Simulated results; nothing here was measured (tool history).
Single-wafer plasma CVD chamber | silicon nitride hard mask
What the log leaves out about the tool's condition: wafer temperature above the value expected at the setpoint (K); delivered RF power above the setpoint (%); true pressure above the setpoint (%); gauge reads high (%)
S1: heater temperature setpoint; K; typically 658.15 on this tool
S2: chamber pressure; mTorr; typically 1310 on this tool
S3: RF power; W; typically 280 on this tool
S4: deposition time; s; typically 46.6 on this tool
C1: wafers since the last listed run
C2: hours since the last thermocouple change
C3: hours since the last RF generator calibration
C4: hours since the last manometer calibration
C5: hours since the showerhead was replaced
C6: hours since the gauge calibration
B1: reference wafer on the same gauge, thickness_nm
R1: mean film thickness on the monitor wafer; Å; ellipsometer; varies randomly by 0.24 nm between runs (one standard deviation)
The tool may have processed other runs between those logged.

run    hour      S1    S2   S3    S4    C1      C2      C3      C4      C5      C6      B1      R1
  1       0  667.15  1310  280  46.6     0     392   507.9    1669  4679.9   588.8  58.961  513.04
  2      89  658.15  1310  280  46.6  1611     481   596.9    1758  4768.9   677.8  59.002  514.03
  3   166.2  658.15  1310  280  46.6  1397   558.2   674.1  1835.2  4846.1     755  58.985  512.96
  4   215.6  658.15  1310  280  46.6   894   607.6   723.5  1884.6  4895.5   804.4  58.946  516.49
  5   299.3  658.15  1310  280  46.6  1515   691.3   807.2  1968.3  4979.2   888.1  59.001  512.92
  6   403.1  658.15  1310  280  46.6  1878   795.1     911  2072.1    5083   991.9   59.07  520.24
  7   456.1  658.15  1310  280  46.6   959   848.1     964  2125.1    5136  1044.9  59.092  523.29
  8   505.5  658.15  1310  280  46.6   894   897.5  1013.4  2174.5  5185.4  1094.3   58.97  514.11
  9   605.4  666.15  1310  280  46.6  1808   997.4  1113.3  2274.4  5285.3  1194.2  58.963  521.08
      649.1  -- capacitance manometer re-zeroed and calibrated
 10   655.7  666.15  1310  280  46.6   765  1047.7  1163.6     6.6  5335.6  1244.5   58.95  504.23
 11   699.3  666.15  1310  280  46.6   789  1091.3  1207.2    50.2  5379.2  1288.1  58.973  499.76
      780.7  -- RF generator calibrated
 12   783.7  658.15  1310  280  46.6  1382  1175.7       3   134.6  5463.6  1372.5  59.036  503.25
      796.8  -- showerhead replaced
      799.7  -- thermocouple changed; heater temperature recalibrated
 13   878.6  658.15  1310  280  46.6  1520    78.9    97.9   229.5    81.8  1467.4  58.934  506.46
 14   925.5  662.15  1020  280  46.6   848   125.8   144.8   276.4   128.7  1514.3  59.063  451.78
 15   993.5  658.15  1190  280  46.6  1230   193.8   212.8   344.4   196.7  1582.3  58.994  486.27
 16  1097.2  666.15  1310  280  46.6  1877   297.5   316.5   448.1   300.4    1686      59   502.3
 17  1143.4  663.15  1310  280  39.4   836   343.7   362.7   494.3   346.6  1732.2  58.975  430.46
 18  1215.4  658.15  1100  280  52.8  1303   415.7   434.7   566.3   418.6  1804.2  59.042   530.2
 19  1283.7  658.15  1310  280  46.6  1236     484     503   634.6   486.9  1872.5  59.074  505.71
     1348.1  -- gauge calibrated
 20  1380.3  658.15  1190  280  53.8  1748   580.6   599.6   731.2   583.5    32.2  58.981  564.67
 21  1487.5  658.15  1310  280  46.6  1940   687.8   706.8   838.4   690.7   139.4  58.962  504.19
 22  1589.8  665.15  1310  335  46.6  1851   790.1   809.1   940.7     793   241.7  59.012  581.39
 23  1627.3  670.15  1140  305  44.2   678   827.6   846.6   978.2   830.5   279.2  58.942   488.2
 24  1723.6  666.15  1190  260  51.3  1743   923.9   942.9  1074.5   926.8   375.5  59.037  505.21
 25  1821.1  665.15  1310  335  46.6  1764  1021.4  1040.4    1172  1024.3     473  59.007  581.96
 26  1902.3  670.15  1410  335  52.6  1469  1102.6  1121.6  1253.2  1105.5   554.2  59.025  675.14
 27  1943.3  658.15  1310  250  41.4   742  1143.6  1162.6  1294.2  1146.5   595.2   59.03  408.27

5 options for the next run, each taken on its own from the tool as it stands now. Forecast them:
  A  1943.7  663.15  1310  280  46.6   7  1144  1163  1294.6  1146.9  595.6   ?   ?
  B  1943.7  672.15  1580  320  39.3   7  1144  1163  1294.6  1146.9  595.6   ?   ?
  C  1943.7  644.15  1520  280  46.6   7  1144  1163  1294.6  1146.9  595.6   ?   ?
  D  1943.7  658.15  1310  250  46.6   7  1144  1163  1294.6  1146.9  595.6   ?   ?
  E  1943.7  649.15  1310  280  53.7   7  1144  1163  1294.6  1146.9  595.6   ?   ?

run      B1      R1
  A  59.039  510.99
  B  59.039  511.44
  C  59.039  544.56
  D  59.039  464.32
  E  59.039  592.56
Without the tool's unlogged condition, the same runs would have read:
run      R1
  A  507.75
  B  508.54
  C  541.34
  D  461.37
  E   588.8
